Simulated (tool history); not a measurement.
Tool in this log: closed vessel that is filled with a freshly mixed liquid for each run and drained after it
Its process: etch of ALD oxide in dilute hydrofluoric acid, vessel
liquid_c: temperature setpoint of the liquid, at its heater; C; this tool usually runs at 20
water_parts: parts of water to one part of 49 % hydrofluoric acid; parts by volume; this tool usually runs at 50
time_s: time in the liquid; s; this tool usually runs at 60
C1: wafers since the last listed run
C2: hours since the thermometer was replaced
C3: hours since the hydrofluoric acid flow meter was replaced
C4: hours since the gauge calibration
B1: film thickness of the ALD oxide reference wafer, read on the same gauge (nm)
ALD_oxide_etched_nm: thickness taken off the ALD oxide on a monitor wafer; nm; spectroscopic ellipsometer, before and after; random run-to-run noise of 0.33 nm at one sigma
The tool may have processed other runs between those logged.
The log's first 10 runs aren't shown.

run 11 hour=602.2 | liquid_c=20 water_parts=50 time_s=60 | C1=7598 C2=2070.8 C3=1060.1 C4=1055.2 | B1=120.06 | ALD_oxide_etched_nm=37.87
run 12 hour=673.8 | liquid_c=20 water_parts=50 time_s=60 | C1=9067 C2=2142.4 C3=1131.7 C4=1126.8 | B1=119.97 | ALD_oxide_etched_nm=38.23
run 13 hour=721.4 | liquid_c=20 water_parts=50 time_s=60 | C1=6027 C2=2190 C3=1179.3 C4=1174.4 | B1=119.96 | ALD_oxide_etched_nm=38.32
run 14 hour=775.2 | liquid_c=21.5 water_parts=50 time_s=60 | C1=6813 C2=2243.8 C3=1233.1 C4=1228.2 | B1=120.01 | ALD_oxide_etched_nm=40.76
run 15 hour=827.1 | liquid_c=21.5 water_parts=50 time_s=60 | C1=6572 C2=2295.7 C3=1285 C4=1280.1 | B1=119.97 | ALD_oxide_etched_nm=40.39
run 16 hour=884.6 | liquid_c=21.5 water_parts=50 time_s=60 | C1=7281 C2=2353.2 C3=1342.5 C4=1337.6 | B1=120.01 | ALD_oxide_etched_nm=40.54
-- hour=912 thermometer replaced
run 17 hour=920.5 | liquid_c=23.5 water_parts=70 time_s=60 | C1=4419 C2=8.5 C3=1378.4 C4=1373.5 | B1=120.01 | ALD_oxide_etched_nm=31.13
run 18 hour=969.8 | liquid_c=18.5 water_parts=50 time_s=60 | C1=6243 C2=57.8 C3=1427.7 C4=1422.8 | B1=119.96 | ALD_oxide_etched_nm=36.66
run 19 hour=1015.3 | liquid_c=20 water_parts=70 time_s=60 | C1=5761 C2=103.3 C3=1473.2 C4=1468.3 | B1=120.01 | ALD_oxide_etched_nm=27.05
-- hour=1029.4 hydrofluoric acid flow meter replaced
-- hour=1048.7 gauge calibrated
run 20 hour=1097.8 | liquid_c=20 water_parts=50 time_s=60 | C1=10320 C2=185.8 C3=68.4 C4=49.1 | B1=119.99 | ALD_oxide_etched_nm=36.71
run 21 hour=1150.4 | liquid_c=20 water_parts=50 time_s=60 | C1=6661 C2=238.4 C3=121 C4=101.7 | B1=120.01 | ALD_oxide_etched_nm=36.31
run 22 hour=1175.7 | liquid_c=22.5 water_parts=60 time_s=35 | C1=3203 C2=263.7 C3=146.3 C4=127 | B1=120 | ALD_oxide_etched_nm=19.54
run 23 hour=1221.3 | liquid_c=20 water_parts=50 time_s=60 | C1=5774 C2=309.3 C3=191.9 C4=172.6 | B1=120.01 | ALD_oxide_etched_nm=37.3
run 24 hour=1271.7 | liquid_c=24 water_parts=65 time_s=60 | C1=6382 C2=359.7 C3=242.3 C4=223 | B1=119.99 | ALD_oxide_etched_nm=32.66
run 25 hour=1339.7 | liquid_c=20 water_parts=65 time_s=60 | C1=8611 C2=427.7 C3=310.3 C4=291 | B1=120.03 | ALD_oxide_etched_nm=28.15
run 26 hour=1370.7 | liquid_c=17 water_parts=55 time_s=50 | C1=3925 C2=458.7 C3=341.3 C4=322 | B1=120 | ALD_oxide_etched_nm=24.19
run 27 hour=1417.5 | liquid_c=20 water_parts=50 time_s=45 | C1=5926 C2=505.5 C3=388.1 C4=368.8 | B1=119.99 | ALD_oxide_etched_nm=27.02
run 28 hour=1481.7 | liquid_c=17 water_parts=50 time_s=85 | C1=8130 C2=569.7 C3=452.3 C4=433 | B1=119.97 | ALD_oxide_etched_nm=46.4
run 29 hour=1550.8 | liquid_c=21.5 water_parts=30 time_s=30 | C1=8750 C2=638.8 C3=521.4 C4=502.1 | B1=119.98 | ALD_oxide_etched_nm=34.06
run 30 hour=1597.4 | liquid_c=20 water_parts=30 time_s=60 | C1=5901 C2=685.4 C3=568 C4=548.7 | B1=119.98 | ALD_oxide_etched_nm=63.7
run 31 hour=1653.5 | liquid_c=23 water_parts=40 time_s=75 | C1=7104 C2=741.5 C3=624.1 C4=604.8 | B1=120.03 | ALD_oxide_etched_nm=68.25
run 32 hour=1733.2 | liquid_c=21.5 water_parts=50 time_s=85 | C1=10092 C2=821.2 C3=703.8 C4=684.5 | B1=120.03 | ALD_oxide_etched_nm=55.86
run 33 hour=1765.5 | liquid_c=20 water_parts=50 time_s=50 | C1=4090 C2=853.5 C3=736.1 C4=716.8 | B1=120.01 | ALD_oxide_etched_nm=31.34
run 34 hour=1828.2 | liquid_c=18 water_parts=60 time_s=75 | C1=7940 C2=916.2 C3=798.8 C4=779.5 | B1=120.02 | ALD_oxide_etched_nm=35.24

Predict each of these 4 candidate next runs independently; none follows another, all start after run 34:
run A hour=1828.9 | liquid_c=20 water_parts=50 time_s=60 | C1=88 C2=916.9 C3=799.5 C4=780.2 | B1=? | ALD_oxide_etched_nm=?
run B hour=1828.9 | liquid_c=20 water_parts=50 time_s=80 | C1=88 C2=916.9 C3=799.5 C4=780.2 | B1=? | ALD_oxide_etched_nm=?
run C hour=1828.9 | liquid_c=18 water_parts=65 time_s=30 | C1=88 C2=916.9 C3=799.5 C4=780.2 | B1=? | ALD_oxide_etched_nm=?
run D hour=1828.9 | liquid_c=18.5 water_parts=40 time_s=85 | C1=88 C2=916.9 C3=799.5 C4=780.2 | B1=? | ALD_oxide_etched_nm=?

run=A B1=120.01 ALD_oxide_etched_nm=37.6
run=B B1=120.01 ALD_oxide_etched_nm=50.13
run=C B1=120.01 ALD_oxide_etched_nm=13.06
run=D B1=120.01 ALD_oxide_etched_nm=63.14
The same runs, with their run-to-run variation unchanged, on a tool lacking any hidden condition would have given:
run=A ALD_oxide_etched_nm=35.94
run=B ALD_oxide_etched_nm=47.92
run=C ALD_oxide_etched_nm=12.47
run=D ALD_oxide_etched_nm=60.39

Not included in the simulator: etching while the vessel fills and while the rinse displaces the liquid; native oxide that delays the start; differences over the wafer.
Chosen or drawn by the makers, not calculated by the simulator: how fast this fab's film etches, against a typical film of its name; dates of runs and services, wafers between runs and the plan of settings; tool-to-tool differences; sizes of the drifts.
